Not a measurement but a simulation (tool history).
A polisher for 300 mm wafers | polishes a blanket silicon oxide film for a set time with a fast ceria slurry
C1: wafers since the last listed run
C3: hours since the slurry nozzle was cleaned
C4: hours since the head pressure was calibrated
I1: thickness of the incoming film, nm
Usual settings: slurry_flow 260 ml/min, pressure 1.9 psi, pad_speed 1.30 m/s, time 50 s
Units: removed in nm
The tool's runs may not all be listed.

{"run": 1, "hour": 0.0, "slurry_flow": 260, "pressure": 1.9, "pad_speed": 1.3, "time": 50, "C1": 0, "wafers polished on this pad": 739, "C3": 672.8, "C4": 3.8, "I1": 2090.5, "removed": 532.0}
{"run": 2, "hour": 9.0, "slurry_flow": 260, "pressure": 1.9, "pad_speed": 1.3, "time": 50, "C1": 58, "wafers polished on this pad": 798, "C3": 681.8, "C4": 12.8, "I1": 2085.0, "removed": 533.8}
{"hour": 16.0, "done": "worn pad replaced by a new one"}
{"run": 3, "hour": 26.2, "slurry_flow": 260, "pressure": 1.9, "pad_speed": 1.3, "time": 50, "C1": 86, "wafers polished on this pad": 66, "C3": 699.0, "C4": 30.0, "I1": 2090.9, "removed": 529.9}
{"run": 4, "hour": 41.4, "slurry_flow": 260, "pressure": 1.9, "pad_speed": 1.3, "time": 50, "C1": 99, "wafers polished on this pad": 165, "C3": 714.2, "C4": 45.2, "I1": 2050.8, "removed": 535.7}
{"run": 5, "hour": 52.9, "slurry_flow": 260, "pressure": 1.9, "pad_speed": 1.3, "time": 50, "C1": 74, "wafers polished on this pad": 240, "C3": 725.7, "C4": 56.7, "I1": 2051.6, "removed": 536.7}
{"run": 6, "hour": 64.0, "slurry_flow": 260, "pressure": 1.4, "pad_speed": 1.3, "time": 50, "C1": 72, "wafers polished on this pad": 312, "C3": 736.8, "C4": 67.8, "I1": 2073.3, "removed": 390.5}
{"run": 7, "hour": 72.7, "slurry_flow": 260, "pressure": 1.9, "pad_speed": 1.5, "time": 50, "C1": 56, "wafers polished on this pad": 369, "C3": 745.5, "C4": 76.5, "I1": 2057.7, "removed": 617.6}
{"run": 8, "hour": 86.5, "slurry_flow": 260, "pressure": 1.9, "pad_speed": 1.5, "time": 50, "C1": 89, "wafers polished on this pad": 459, "C3": 759.3, "C4": 90.3, "I1": 2031.0, "removed": 612.9}
{"run": 9, "hour": 133.7, "slurry_flow": 260, "pressure": 1.9, "pad_speed": 1.5, "time": 50, "C1": 307, "wafers polished on this pad": 766, "C3": 806.5, "C4": 137.5, "I1": 2032.8, "removed": 620.0}
{"run": 10, "hour": 142.7, "slurry_flow": 215, "pressure": 1.9, "pad_speed": 1.3, "time": 50, "C1": 58, "wafers polished on this pad": 825, "C3": 815.5, "C4": 146.5, "I1": 2083.1, "removed": 518.6}
{"hour": 148.7, "done": "worn pad replaced by a new one, of another model than before"}
{"run": 11, "hour": 158.5, "slurry_flow": 215, "pressure": 1.9, "pad_speed": 1.3, "time": 50, "C1": 76, "wafers polished on this pad": 63, "C3": 831.3, "C4": 162.3, "I1": 2076.3, "removed": 501.2}
{"run": 12, "hour": 167.0, "slurry_flow": 215, "pressure": 1.9, "pad_speed": 1.3, "time": 50, "C1": 55, "wafers polished on this pad": 119, "C3": 839.8, "C4": 170.8, "I1": 2059.5, "removed": 501.1}
{"run": 13, "hour": 175.8, "slurry_flow": 260, "pressure": 2.4, "pad_speed": 1.3, "time": 67, "C1": 57, "wafers polished on this pad": 176, "C3": 848.6, "C4": 179.6, "I1": 2055.6, "removed": 777.7}
{"run": 14, "hour": 186.7, "slurry_flow": 260, "pressure": 1.9, "pad_speed": 1.3, "time": 50, "C1": 71, "wafers polished on this pad": 247, "C3": 859.5, "C4": 190.5, "I1": 2060.2, "removed": 519.3}
{"run": 15, "hour": 193.0, "slurry_flow": 230, "pressure": 2.4, "pad_speed": 1.14, "time": 42, "C1": 41, "wafers polished on this pad": 288, "C3": 865.8, "C4": 196.8, "I1": 2073.5, "removed": 449.0}
{"run": 16, "hour": 203.6, "slurry_flow": 295, "pressure": 2.2, "pad_speed": 1.66, "time": 50, "C1": 69, "wafers polished on this pad": 357, "C3": 876.4, "C4": 207.4, "I1": 2040.7, "removed": 664.8}
{"run": 17, "hour": 211.2, "slurry_flow": 210, "pressure": 2.3, "pad_speed": 1.52, "time": 50, "C1": 49, "wafers polished on this pad": 407, "C3": 884.0, "C4": 215.0, "I1": 2038.4, "removed": 602.4}
{"run": 18, "hour": 219.0, "slurry_flow": 345, "pressure": 2.5, "pad_speed": 1.44, "time": 50, "C1": 50, "wafers polished on this pad": 458, "C3": 891.8, "C4": 222.8, "I1": 2072.4, "removed": 655.0}
{"run": 19, "hour": 226.4, "slurry_flow": 260, "pressure": 1.5, "pad_speed": 1.14, "time": 36, "C1": 48, "wafers polished on this pad": 506, "C3": 899.2, "C4": 230.2, "I1": 2054.4, "removed": 310.0}
{"run": 20, "hour": 240.5, "slurry_flow": 260, "pressure": 1.9, "pad_speed": 1.3, "time": 50, "C1": 91, "wafers polished on this pad": 598, "C3": 913.3, "C4": 244.3, "I1": 2089.6, "removed": 513.4}
{"run": 21, "hour": 257.6, "slurry_flow": 325, "pressure": 1.9, "pad_speed": 0.98, "time": 50, "C1": 111, "wafers polished on this pad": 709, "C3": 930.4, "C4": 261.4, "I1": 2064.8, "removed": 463.7}
{"hour": 260.5, "done": "slurry nozzle cleaned"}
{"run": 22, "hour": 267.9, "slurry_flow": 260, "pressure": 1.9, "pad_speed": 1.3, "time": 42, "C1": 60, "wafers polished on this pad": 770, "C3": 7.4, "C4": 271.7, "I1": 2053.3, "removed": 462.8}
{"run": 23, "hour": 278.4, "slurry_flow": 260, "pressure": 1.9, "pad_speed": 1.3, "time": 50, "C1": 68, "wafers polished on this pad": 838, "C3": 17.9, "C4": 282.2, "I1": 2089.5, "removed": 551.4}
{"run": 24, "hour": 294.0, "slurry_flow": 260, "pressure": 1.9, "pad_speed": 1.6, "time": 50, "C1": 101, "wafers polished on this pad": 940, "C3": 33.5, "C4": 297.8, "I1": 2066.9, "removed": 618.0}
{"hour": 300.9, "done": "worn pad replaced by a new one"}
{"run": 25, "hour": 309.4, "slurry_flow": 260, "pressure": 1.9, "pad_speed": 1.3, "time": 64, "C1": 74, "wafers polished on this pad": 55, "C3": 48.9, "C4": 313.2, "I1": 2065.7, "removed": 696.8}
{"run": 26, "hour": 323.9, "slurry_flow": 260, "pressure": 1.9, "pad_speed": 1.3, "time": 50, "C1": 94, "wafers polished on this pad": 149, "C3": 63.4, "C4": 327.7, "I1": 2077.6, "removed": 549.9}
{"run": 27, "hour": 331.1, "slurry_flow": 260, "pressure": 1.9, "pad_speed": 1.3, "time": 50, "C1": 46, "wafers polished on this pad": 196, "C3": 70.6, "C4": 334.9, "I1": 2082.0, "removed": 552.2}
{"run": 28, "hour": 343.4, "slurry_flow": 260, "pressure": 1.9, "pad_speed": 1.3, "time": 50, "C1": 80, "wafers polished on this pad": 276, "C3": 82.9, "C4": 347.2, "I1": 2077.7, "removed": 543.7}
{"run": 29, "hour": 359.9, "slurry_flow": 260, "pressure": 1.9, "pad_speed": 1.44, "time": 50, "C1": 107, "wafers polished on this pad": 384, "C3": 99.4, "C4": 363.7, "I1": 2051.3, "removed": 575.7}
{"run": 30, "hour": 370.0, "slurry_flow": 260, "pressure": 2.1, "pad_speed": 1.3, "time": 50, "C1": 65, "wafers polished on this pad": 449, "C3": 109.5, "C4": 373.8, "I1": 2027.0, "removed": 570.6}
{"run": 31, "hour": 386.3, "slurry_flow": 260, "pressure": 1.5, "pad_speed": 1.14, "time": 36, "C1": 106, "wafers polished on this pad": 556, "C3": 125.8, "C4": 390.1, "I1": 2071.1, "removed": 321.9}
{"run": 32, "hour": 394.2, "slurry_flow": 260, "pressure": 1.5, "pad_speed": 1.58, "time": 55, "C1": 51, "wafers polished on this pad": 607, "C3": 133.7, "C4": 398.0, "I1": 2046.7, "removed": 588.9}
{"run": 33, "hour": 407.1, "slurry_flow": 260, "pressure": 1.9, "pad_speed": 1.3, "time": 50, "C1": 84, "wafers polished on this pad": 691, "C3": 146.6, "C4": 410.9, "I1": 2039.5, "removed": 539.7}
{"hour": 420.4, "done": "worn pad replaced by a new one"}
{"run": 34, "hour": 424.6, "slurry_flow": 225, "pressure": 1.9, "pad_speed": 1.3, "time": 33, "C1": 87, "wafers polished on this pad": 27, "C3": 164.1, "C4": 428.4, "I1": 2059.0, "removed": 349.0}
{"run": 35, "hour": 437.6, "slurry_flow": 260, "pressure": 2.4, "pad_speed": 1.3, "time": 50, "C1": 84, "wafers polished on this pad": 111, "C3": 177.1, "C4": 441.4, "I1": 2052.4, "removed": 615.5}
{"run": 36, "hour": 448.7, "slurry_flow": 290, "pressure": 1.9, "pad_speed": 1.3, "time": 38, "C1": 72, "wafers polished on this pad": 184, "C3": 188.2, "C4": 452.5, "I1": 2100.4, "removed": 412.4}

Forecast each of these 5 alternatives for the next run:
{"run": "A", "hour": 449.1, "slurry_flow": 260, "pressure": 1.9, "pad_speed": 1.3, "time": 50, "C1": 2, "wafers polished on this pad": 186, "C3": 188.6, "C4": 452.9, "I1": 2073.0, "removed": "?"}
{"run": "B", "hour": 449.1, "slurry_flow": 260, "pressure": 1.6, "pad_speed": 1.3, "time": 45, "C1": 2, "wafers polished on this pad": 186, "C3": 188.6, "C4": 452.9, "I1": 2073.0, "removed": "?"}
{"run": "C", "hour": 449.1, "slurry_flow": 260, "pressure": 1.9, "pad_speed": 0.98, "time": 50, "C1": 2, "wafers polished on this pad": 186, "C3": 188.6, "C4": 452.9, "I1": 2073.0, "removed": "?"}
{"run": "D", "hour": 449.1, "slurry_flow": 285, "pressure": 1.3, "pad_speed": 1.3, "time": 57, "C1": 2, "wafers polished on this pad": 186, "C3": 188.6, "C4": 452.9, "I1": 2073.0, "removed": "?"}
{"run": "E", "hour": 449.1, "slurry_flow": 230, "pressure": 2.1, "pad_speed": 1.14, "time": 50, "C1": 2, "wafers polished on this pad": 186, "C3": 188.6, "C4": 452.9, "I1": 2073.0, "removed": "?"}

run=A removed=541.5
run=B removed=447.7
run=C removed=467.5
run=D removed=523.0
run=E removed=522.6
Without the tool's hidden state the same runs would have given:
run=A removed=559.2
run=B removed=462.3
run=C removed=482.8
run=D removed=538.7
run=E removed=541.9
